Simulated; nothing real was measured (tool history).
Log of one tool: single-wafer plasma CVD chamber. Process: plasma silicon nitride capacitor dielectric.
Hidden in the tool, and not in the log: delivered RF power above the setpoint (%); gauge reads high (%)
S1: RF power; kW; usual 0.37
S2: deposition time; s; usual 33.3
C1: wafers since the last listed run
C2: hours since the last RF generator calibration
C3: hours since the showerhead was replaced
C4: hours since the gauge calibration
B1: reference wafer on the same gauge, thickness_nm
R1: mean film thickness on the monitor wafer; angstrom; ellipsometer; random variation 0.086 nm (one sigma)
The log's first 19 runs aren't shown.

run     day     S1    S2   C1      C2     C3      C4      B1      R1
 20  21.692  0.425  33.3  482  1874.1     51   922.6  39.398  442.62
 21    22.6  0.435  27.7  328  1895.9   72.8   944.4  39.402  369.11
 22  23.121  0.395  26.8  188  1908.4   85.3   956.9   39.42  347.65
 23  24.058  0.425  33.3  339  1930.9  107.8   979.4   39.39  441.41
 24   24.65   0.35  26.8  214  1945.1    122   993.6  39.414  336.21
 25  25.546   0.37  33.3  324  1966.6  143.5  1015.1  39.407   425.4
 26  26.542   0.33  29.7  360  1990.5  167.4    1039  39.393  366.19
 27  27.458   0.39    39  331  2012.5  189.4    1061  39.408  505.03
 28  28.075   0.41  31.4  223  2027.3  204.2  1075.8  39.406  412.25
     28.925  -- RF generator calibrated
 29  29.079  0.395  29.4  242     3.7  228.3  1099.9    39.4  386.53
         30  -- gauge calibrated
 30  30.667  0.325  38.1  574    41.8  266.4      16  39.411  476.82
 31  31.854   0.35  33.3  429    70.3  294.9    44.5  39.402  423.62
 32  32.525   0.39  39.7  242    86.4    311    60.6   39.39  520.91
 33  33.117    0.4  28.3  214   100.6  325.2    74.8  39.406  373.53
 34  33.992   0.37    38  316   121.6  346.2    95.8  39.413  493.28
 35  34.812   0.44  38.9  297   141.3  365.9   115.5  39.391  529.25
 36  35.842  0.335  26.9  372     166  390.6   140.2  39.393  338.35
 37  36.617   0.37  33.3  280   184.6  409.2   158.8  39.404  431.63
 38  37.217   0.37  33.3  217     199  423.6   173.2  39.407  430.38
 39  38.408  0.345    35  431   227.6  452.2   201.8  39.398  443.71
 40  39.875   0.43  39.1  530   262.8  487.4     237  39.399  527.93

5 ways to go on from here, each from the tool as it stands after run 40. What would each give?
  A  39.892   0.37  33.3   6  263.2  487.8  237.4   ?   ?
  B  39.892  0.345  29.4   6  263.2  487.8  237.4   ?   ?
  C  39.892   0.44  26.7   6  263.2  487.8  237.4   ?   ?
  D  39.892   0.42  27.3   6  263.2  487.8  237.4   ?   ?
  E  39.892   0.39  35.9   6  263.2  487.8  237.4   ?   ?

run      B1      R1
  A  39.405  431.14
  B  39.405  373.16
  C  39.405  363.23
  D  39.405  366.47
  E  39.405  471.82
Without the tool's hidden state the same runs would have given:
run      R1
  A  432.06
  B  373.96
  C     364
  D  367.25
  E  472.82
